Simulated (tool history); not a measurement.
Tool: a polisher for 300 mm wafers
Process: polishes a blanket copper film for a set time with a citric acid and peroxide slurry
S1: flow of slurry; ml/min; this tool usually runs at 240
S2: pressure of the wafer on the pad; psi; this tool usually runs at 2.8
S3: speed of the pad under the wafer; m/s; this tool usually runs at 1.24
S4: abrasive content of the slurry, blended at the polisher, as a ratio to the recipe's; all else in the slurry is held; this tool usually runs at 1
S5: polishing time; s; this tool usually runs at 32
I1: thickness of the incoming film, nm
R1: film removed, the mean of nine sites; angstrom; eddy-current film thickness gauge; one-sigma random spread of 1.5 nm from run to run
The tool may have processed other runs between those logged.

run,hour,S1,S2,S3,S4,S5,I1,R1
1,0,240,2.8,1.24,1,32,1257.8,1063
# hour 63.6: worn pad replaced by a new one
2,64.1,240,2.8,1.24,1,32,1262.3,1038
# hour 80.3: slurry blender recalibrated
3,87.8,240,2.8,1.24,1,32,1249.4,1058
4,154.5,240,2.8,1.24,1,32,1241.7,1050
5,210.6,240,2.8,1.24,1,32,1259.2,1064
6,268.1,240,2.8,1.24,1,32,1270.5,1069
7,296.8,240,2.8,1.24,1,32,1276.3,1080
# hour 337.7: worn pad replaced by a new one
# hour 351.8: slurry blender recalibrated
# hour 430.5: head pressure recalibrated
8,474.1,240,2.8,1.24,1,32,1233.8,966
9,519.6,240,2.8,1.24,1,32,1269.4,1002
10,568.7,240,2.8,1.24,1,32,1244.7,1021
11,611.4,240,2.8,1.24,1,32,1259.6,992
# hour 618.2: worn pad replaced by a new one
# hour 618.7: slurry blender recalibrated
12,635.8,240,2.8,1.24,1,40,1243.5,1242
13,676.8,240,2.8,1.24,1,40,1255.7,1269
# hour 698.5: slurry nozzle cleaned
14,706.6,240,2.8,1.24,1,32,1262,997
15,766.4,240,2.8,1.24,1,32,1271.5,1007
16,824.3,240,2.8,1.24,1,32,1255.9,1027
17,856.9,305,2.8,1.24,0.85,32,1274.4,1027
# hour 877.3: worn pad replaced by a new one
18,902.6,185,2.8,1.42,0.8,42,1257.7,1357
# hour 921.8: slurry blender recalibrated
19,943.4,240,2.8,1,1.2,32,1253.5,907
20,991.7,280,2,0.94,1.2,32,1263.6,690
21,1051.3,240,2.8,1.24,1,40,1255.3,1292
22,1109.8,240,2.8,0.96,0.8,32,1280.2,803
23,1135.6,220,2.2,1.24,1.2,39,1256.6,1089
24,1186.1,240,2.8,1.24,1,32,1286.1,1057
# hour 1195.5: worn pad replaced by a new one
25,1212.7,240,2.8,1.24,1,32,1252.6,1062
# hour 1239.9: slurry blender recalibrated
26,1250.4,155,2.8,1.24,1,32,1254.4,1001
27,1287.3,310,3.1,1.24,1,40,1266.3,1462
28,1315.1,190,2.8,1.06,1.15,27,1259.2,800
29,1353.6,185,3.4,1.24,1.15,32,1271.6,1211

Here are 5 independent what-if runs from the current tool condition. What would each one return?
A,1354,240,2.8,1.24,0.85,32,1277.3,?
B,1354,270,2.8,1.24,1,43,1277.3,?
C,1354,240,2.5,1.24,1.15,39,1277.3,?
D,1354,240,2.8,1.38,1,32,1277.3,?
E,1354,160,2.8,1.02,1.25,24,1277.3,?

run,R1
A,1031
B,1457
C,1239
D,1170
E,675
With the hidden condition removed and each run's random variation left untouched, the same runs would have given:
run,R1
A,981
B,1386
C,1179
D,1113
E,642
